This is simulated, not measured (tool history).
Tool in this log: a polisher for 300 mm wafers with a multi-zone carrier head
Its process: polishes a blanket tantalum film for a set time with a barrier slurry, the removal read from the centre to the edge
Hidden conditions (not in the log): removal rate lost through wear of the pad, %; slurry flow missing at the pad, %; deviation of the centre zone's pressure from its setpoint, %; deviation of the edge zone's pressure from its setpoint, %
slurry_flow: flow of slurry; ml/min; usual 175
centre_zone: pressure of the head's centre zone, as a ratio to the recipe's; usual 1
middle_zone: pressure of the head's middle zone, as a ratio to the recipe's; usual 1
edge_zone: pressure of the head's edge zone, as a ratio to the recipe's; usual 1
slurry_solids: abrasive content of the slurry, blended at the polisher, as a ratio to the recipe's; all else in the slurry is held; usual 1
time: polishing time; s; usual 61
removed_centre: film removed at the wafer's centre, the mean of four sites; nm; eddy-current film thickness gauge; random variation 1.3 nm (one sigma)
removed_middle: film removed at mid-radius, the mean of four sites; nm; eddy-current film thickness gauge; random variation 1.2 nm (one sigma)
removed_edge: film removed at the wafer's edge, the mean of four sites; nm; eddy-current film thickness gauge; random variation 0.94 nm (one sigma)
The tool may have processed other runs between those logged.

run    hour  slurry_flow  centre_zone  middle_zone  edge_zone  slurry_solids  time  wafers since the last listed run  wafers polished on this pad  hours since the slurry nozzle was cleaned  hours since the centre zone pressure was calibrated  hours since the edge zone pressure was calibrated  hours since the carrier head's membrane was replaced  incoming thickness of the incoming film, nm  removed_centre  removed_middle  removed_edge
  1       0          175            1            1       0.94              1    61                                 0                         2834                                      474.5                                                417.2                                              246.8                                                1009.6                                          341           109.8           121.1         111.5
  2    31.5          175            1            1       0.94              1    61                               286                         3121                                        506                                                448.7                                              278.3                                                1041.1                                        334.8             110           120.7         111.5
       46.6  -- centre zone pressure recalibrated
  3    96.7          175         1.08            1       0.93              1    61                               575                         3696                                      571.2                                                 50.1                                              343.5                                                1106.3                                        338.2           123.1           121.8           111
      125.9  -- worn pad replaced by a new one
  4   126.4          190            1            1          1            1.3    61                               234                            4                                      600.9                                                 79.8                                              373.2                                                  1136                                        334.6           126.3           131.5         122.7
  5   149.1          175            1            1          1              1    61                               206                          211                                      623.6                                                102.5                                              395.9                                                1158.7                                        339.5           114.5           122.7         115.2
      160.7  -- edge zone pressure recalibrated
  6     185          175            1         1.07       1.04              1    72                               308                          520                                      659.5                                                138.4                                               24.3                                                1194.6                                        337.5           133.4           150.8           136
  7   245.3          175         0.89            1          1              1    61                               549                         1069                                      719.8                                                198.7                                               84.6                                                1254.9                                          340           104.4           121.5         115.4
  8   284.5          175         0.96            1       1.03           1.25    61                               356                         1426                                        759                                                237.9                                              123.8                                                1294.1                                        334.4           114.6           128.3         122.2
  9   347.2          175            1            1          1              1    61                               571                         1997                                      821.7                                                300.6                                              186.5                                                1356.8                                        341.1           109.4           122.6           115
 10   378.3          215         0.95            1          1           1.25    52                               283                         2280                                      852.8                                                331.7                                              217.6                                                1387.9                                        336.9            98.3           113.8         106.9
 11   434.7          210         0.93            1          1           1.25    47                               513                         2794                                      909.2                                                388.1                                                274                                                1444.3                                        338.4            86.4           102.7          95.2
      501.7  -- worn pad replaced by a new one
 12   502.2          175            1            1          1              1    61                               578                            4                                      976.7                                                455.6                                              341.5                                                1511.8                                        347.6           109.8           120.9         115.8
      532.9  -- slurry nozzle cleaned
        546  -- centre zone pressure recalibrated
 13   579.2          140         0.92          1.1       1.08              1    61                               673                          678                                       46.3                                                 33.2                                              418.5                                                1588.8                                        339.7           105.2           132.3         117.4
      594.7  -- carrier head's membrane replaced by a new one
      602.6  -- edge zone pressure recalibrated
 14   649.4          235            1            1       0.89           0.85    55                               575                         1253                                      116.5                                                103.4                                               46.8                                                  54.7                                        346.3           100.9           106.1          95.7
 15     695          175         1.08            1          1              1    61                               415                         1668                                      162.1                                                  149                                               92.4                                                 100.3                                        341.2           122.5             120           116
 16   764.2          175            1            1          1              1    61                               630                         2299                                      231.3                                                218.2                                              161.6                                                 169.5                                          340           113.6           120.8         113.2
      918.1  -- worn pad replaced by a new one
 17   959.8          175            1            1          1           0.75    61                              1744                          379                                      426.9                                                413.8                                              357.2                                                 365.1                                        344.4            98.2           109.4         102.3
      975.6  -- centre zone pressure recalibrated
      996.1  -- edge zone pressure recalibrated
 18  1022.3          175         0.94            1          1           1.25    61                               532                          912                                      489.4                                                 46.7                                               26.2                                                 427.6                                        342.4             120           129.8           121
 19  1075.7          175            1            1        0.9              1    73                               486                         1398                                      542.8                                                100.1                                               79.6                                                   481                                        340.2           137.9           142.7         130.2
 20  1103.1          175            1         1.03       0.93           1.15    40                               249                         1648                                      570.2                                                127.5                                                107                                                 508.4                                        342.2            76.7            85.4            76
 21    1156          175         1.11          0.9          1              1    61                               481                         2130                                      623.1                                                180.4                                              159.9                                                 561.3                                        337.7           122.8           111.5         114.7

Predict each of these 4 candidate next runs independently; none follows another, all start after run 21:
  A  1156.4          175            1            1          1              1    61                                 3                         2133                                      623.5                                                180.8                                              160.3                                                 561.7                                        346.2               ?               ?             ?
  B  1156.4          175            1         1.06          1              1    43                                 3                         2133                                      623.5                                                180.8                                              160.3                                                 561.7                                        346.2               ?               ?             ?
  C  1156.4          225            1            1          1              1    61                                 3                         2133                                      623.5                                                180.8                                              160.3                                                 561.7                                        346.2               ?               ?             ?
  D  1156.4          175            1         0.91          1              1    46                                 3                         2133                                      623.5                                                180.8                                              160.3                                                 561.7                                        346.2               ?               ?             ?

run  removed_centre  removed_middle  removed_edge
  A           116.3           123.7         116.1
  B            82.1            91.6          81.8
  C           119.5           126.8         118.2
  D            87.7            86.2          87.6
Had the tool no hidden state, the same runs would have come out as:
run  removed_centre  removed_middle  removed_edge
  A           119.1           123.7         116.1
  B              84            91.6          81.8
  C           122.4           126.8         118.2
  D            89.7            86.2          87.6
